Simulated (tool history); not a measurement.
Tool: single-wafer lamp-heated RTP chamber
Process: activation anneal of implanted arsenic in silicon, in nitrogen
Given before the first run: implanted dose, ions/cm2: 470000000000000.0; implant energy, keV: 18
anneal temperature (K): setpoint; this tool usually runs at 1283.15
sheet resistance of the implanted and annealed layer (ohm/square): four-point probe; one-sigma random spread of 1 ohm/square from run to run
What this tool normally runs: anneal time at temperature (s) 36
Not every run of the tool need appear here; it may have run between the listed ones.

run,hour,anneal temperature (K),anneal time at temperature (s),"read-back reference wafer on the same gauge, sheet resistance",sheet resistance of the implanted and annealed layer (ohm/square)
1,0.0,1283.15,36,235.95,220.26
2,32.9,1283.15,36,236.16,219.60
3,65.4,1305.15,31,235.99,214.35
4,84.5,1305.15,31,235.82,215.28
5,113.0,1283.15,36,235.97,219.94
6,134.0,1283.15,36,236.46,218.67
7,163.6,1270.15,36,235.85,221.29
8,198.9,1270.15,36,236.17,220.17
9,233.5,1265.15,36,235.58,222.67
# hour 242.9: reflector plate cleaned
10,268.6,1265.15,36,235.94,223.17
11,302.2,1283.15,36,236.32,220.60
12,331.9,1283.15,36,235.91,219.72
13,351.4,1301.15,51,235.98,211.74
14,368.8,1271.15,17,235.92,225.20
# hour 375.2: gauge calibrated
15,381.6,1270.15,27,235.97,223.06
16,397.6,1283.15,36,236.46,219.37
17,410.5,1296.15,53,236.01,211.90
18,426.3,1255.15,53,235.86,223.50
# hour 447.7: pyrometer window cleaned and pyrometer calibrated
19,454.0,1283.15,36,236.20,218.17
20,485.7,1255.15,43,236.39,223.28
21,509.1,1265.15,26,236.00,222.99
22,533.4,1311.15,17,236.30,221.35
23,565.5,1295.15,45,236.05,213.17
24,591.5,1283.15,36,236.04,219.78
25,624.9,1283.15,36,236.18,220.45

Consider 5 possible next runs. They are alternatives, not a sequence: every one starts from the tool as it was left by run 25. What does each give?
A,625.3,1283.15,36,?,?
B,625.3,1264.15,15,?,?
C,625.3,1310.15,23,?,?
D,625.3,1269.15,43,?,?
E,625.3,1267.15,46,?,?

run,"read-back reference wafer on the same gauge, sheet resistance",sheet resistance of the implanted and annealed layer (ohm/square)
A,235.88,219.72
B,235.88,227.43
C,235.88,218.18
D,235.88,220.85
E,235.88,220.72
Take away the tool's hidden state, keep each run's random variation, and the runs would have read:
run,sheet resistance of the implanted and annealed layer (ohm/square)
A,219.72
B,227.43
C,218.18
D,220.85
E,220.72
